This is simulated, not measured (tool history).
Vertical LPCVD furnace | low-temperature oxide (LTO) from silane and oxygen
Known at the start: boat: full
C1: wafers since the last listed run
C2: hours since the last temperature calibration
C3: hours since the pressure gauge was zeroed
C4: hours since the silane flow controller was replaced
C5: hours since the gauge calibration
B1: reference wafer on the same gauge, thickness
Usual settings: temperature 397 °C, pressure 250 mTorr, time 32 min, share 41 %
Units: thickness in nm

{"run": 1, "hour": 0.0, "temperature": 397, "pressure": 250, "time": 32, "share": 41, "C1": 0, "C2": 2881.9, "C3": 2756.2, "C4": 2474.6, "C5": 436.4, "B1": 286.52, "thickness": 329.47}
{"run": 2, "hour": 35.7, "temperature": 397, "pressure": 250, "time": 32, "share": 41, "C1": 519, "C2": 2917.6, "C3": 2791.9, "C4": 2510.3, "C5": 472.1, "B1": 285.62, "thickness": 330}
{"run": 3, "hour": 63.8, "temperature": 397, "pressure": 250, "time": 32, "share": 41, "C1": 408, "C2": 2945.7, "C3": 2820, "C4": 2538.4, "C5": 500.2, "B1": 286.02, "thickness": 329.4}
{"run": 4, "hour": 77.5, "temperature": 397, "pressure": 250, "time": 32, "share": 41, "C1": 199, "C2": 2959.4, "C3": 2833.7, "C4": 2552.1, "C5": 513.9, "B1": 285.87, "thickness": 328.6}
{"run": 5, "hour": 95.3, "temperature": 397, "pressure": 250, "time": 32, "share": 41, "C1": 258, "C2": 2977.2, "C3": 2851.5, "C4": 2569.9, "C5": 531.7, "B1": 285.79, "thickness": 330.16}
{"run": 6, "hour": 125.1, "temperature": 397, "pressure": 250, "time": 32, "share": 41, "C1": 433, "C2": 3007, "C3": 2881.3, "C4": 2599.7, "C5": 561.5, "B1": 285.88, "thickness": 330.27}
{"run": 7, "hour": 147.2, "temperature": 397, "pressure": 235, "time": 32, "share": 37, "C1": 321, "C2": 3029.1, "C3": 2903.4, "C4": 2621.8, "C5": 583.6, "B1": 285.73, "thickness": 274.21}
{"run": 8, "hour": 190.9, "temperature": 397, "pressure": 235, "time": 32, "share": 37, "C1": 635, "C2": 3072.8, "C3": 2947.1, "C4": 2665.5, "C5": 627.3, "B1": 285.84, "thickness": 273.93}
{"run": 9, "hour": 220.0, "temperature": 397, "pressure": 235, "time": 32, "share": 37, "C1": 423, "C2": 3101.9, "C3": 2976.2, "C4": 2694.6, "C5": 656.4, "B1": 286.15, "thickness": 273.12}
{"run": 10, "hour": 254.8, "temperature": 397, "pressure": 250, "time": 32, "share": 41, "C1": 506, "C2": 3136.7, "C3": 3011, "C4": 2729.4, "C5": 691.2, "B1": 285.84, "thickness": 329.57}
{"run": 11, "hour": 271.0, "temperature": 397, "pressure": 250, "time": 32, "share": 41, "C1": 235, "C2": 3152.9, "C3": 3027.2, "C4": 2745.6, "C5": 707.4, "B1": 286.03, "thickness": 331.12}
{"run": 12, "hour": 305.5, "temperature": 397, "pressure": 250, "time": 32, "share": 41, "C1": 501, "C2": 3187.4, "C3": 3061.7, "C4": 2780.1, "C5": 741.9, "B1": 285.97, "thickness": 330.76}
{"run": 13, "hour": 328.9, "temperature": 389, "pressure": 250, "time": 32, "share": 48, "C1": 340, "C2": 3210.8, "C3": 3085.1, "C4": 2803.5, "C5": 765.3, "B1": 285.88, "thickness": 355.91}
{"run": 14, "hour": 363.1, "temperature": 397, "pressure": 300, "time": 32, "share": 35, "C1": 497, "C2": 3245, "C3": 3119.3, "C4": 2837.7, "C5": 799.5, "B1": 286.18, "thickness": 325.19}
{"hour": 391.3, "done": "silane flow controller replaced"}
{"run": 15, "hour": 391.8, "temperature": 397, "pressure": 190, "time": 32, "share": 41, "C1": 68, "C2": 3273.7, "C3": 3148, "C4": 0.5, "C5": 828.2, "B1": 285.84, "thickness": 245.75}
{"run": 16, "hour": 422.5, "temperature": 397, "pressure": 290, "time": 32, "share": 41, "C1": 446, "C2": 3304.4, "C3": 3178.7, "C4": 31.2, "C5": 858.9, "B1": 286.16, "thickness": 372.95}
{"run": 17, "hour": 514.1, "temperature": 397, "pressure": 250, "time": 25, "share": 41, "C1": 1332, "C2": 3396, "C3": 3270.3, "C4": 122.8, "C5": 950.5, "B1": 286.05, "thickness": 252.05}
{"run": 18, "hour": 536.6, "temperature": 397, "pressure": 250, "time": 32, "share": 41, "C1": 327, "C2": 3418.5, "C3": 3292.8, "C4": 145.3, "C5": 973, "B1": 285.93, "thickness": 323.07}
{"run": 19, "hour": 560.5, "temperature": 406, "pressure": 250, "time": 32, "share": 35, "C1": 347, "C2": 3442.4, "C3": 3316.7, "C4": 169.2, "C5": 996.9, "B1": 285.75, "thickness": 292.55}
{"hour": 629.3, "done": "pressure gauge zeroed"}
{"hour": 673.8, "done": "gauge calibrated"}
{"hour": 681.3, "done": "thermocouples replaced and temperature profile calibrated"}
{"run": 20, "hour": 681.8, "temperature": 401, "pressure": 250, "time": 32, "share": 41, "C1": 1066, "C2": 0.5, "C3": 52.5, "C4": 290.5, "C5": 8, "B1": 285.97, "thickness": 337.45}
{"run": 21, "hour": 687.0, "temperature": 397, "pressure": 250, "time": 32, "share": 41, "C1": 75, "C2": 5.7, "C3": 57.7, "C4": 295.7, "C5": 13.2, "B1": 285.74, "thickness": 324.01}
{"run": 22, "hour": 692.2, "temperature": 397, "pressure": 250, "time": 32, "share": 41, "C1": 75, "C2": 10.9, "C3": 62.9, "C4": 300.9, "C5": 18.4, "B1": 286.14, "thickness": 323.73}
{"run": 23, "hour": 711.1, "temperature": 397, "pressure": 250, "time": 32, "share": 41, "C1": 274, "C2": 29.8, "C3": 81.8, "C4": 319.8, "C5": 37.3, "B1": 285.9, "thickness": 323.04}
{"run": 24, "hour": 734.9, "temperature": 387, "pressure": 250, "time": 32, "share": 34, "C1": 346, "C2": 53.6, "C3": 105.6, "C4": 343.6, "C5": 61.1, "B1": 285.91, "thickness": 225.91}
{"run": 25, "hour": 764.9, "temperature": 397, "pressure": 250, "time": 38.5, "share": 39, "C1": 436, "C2": 83.6, "C3": 135.6, "C4": 373.6, "C5": 91.1, "B1": 286.35, "thickness": 366.35}
{"run": 26, "hour": 785.7, "temperature": 397, "pressure": 250, "time": 32, "share": 41, "C1": 302, "C2": 104.4, "C3": 156.4, "C4": 394.4, "C5": 111.9, "B1": 286.07, "thickness": 322.42}
{"run": 27, "hour": 820.2, "temperature": 402, "pressure": 250, "time": 32, "share": 41, "C1": 501, "C2": 138.9, "C3": 190.9, "C4": 428.9, "C5": 146.4, "B1": 286.18, "thickness": 343.13}
{"run": 28, "hour": 842.4, "temperature": 404, "pressure": 195, "time": 38.5, "share": 41, "C1": 322, "C2": 161.1, "C3": 213.1, "C4": 451.1, "C5": 168.6, "B1": 286, "thickness": 329.53}
{"run": 29, "hour": 909.6, "temperature": 397, "pressure": 250, "time": 32, "share": 41, "C1": 977, "C2": 228.3, "C3": 280.3, "C4": 518.3, "C5": 235.8, "B1": 286.11, "thickness": 325.85}
{"run": 30, "hour": 931.3, "temperature": 397, "pressure": 250, "time": 32, "share": 41, "C1": 315, "C2": 250, "C3": 302, "C4": 540, "C5": 257.5, "B1": 286.31, "thickness": 323.6}

The tool's hidden state at each run:
true tube temperature minus thermocouple reading, K: 0 in every run
true pressure minus gauge reading, mTorr: 0 in every run
gauge reads high (%): 0 in every run
H1: deviation of the silane flow from its setpoint, %
run=1 H1=3.13
run=2 H1=3.18
run=3 H1=3.22
run=4 H1=3.24
run=5 H1=3.26
run=6 H1=3.3
run=7 H1=3.33
run=8 H1=3.39
run=9 H1=3.43
run=10 H1=3.48
run=11 H1=3.5
run=12 H1=3.55
run=13 H1=3.58
run=14 H1=3.63
run=15 H1=-0.2
run=16 H1=-0.157
run=17 H1=-0.031
run=18 H1=-0.0000115
run=19 H1=0.0329
run=20 H1=0.2
run=21 H1=0.207
run=22 H1=0.214
run=23 H1=0.24
run=24 H1=0.273
run=25 H1=0.315
run=26 H1=0.343
run=27 H1=0.391
run=28 H1=0.421
run=29 H1=0.514
run=30 H1=0.544
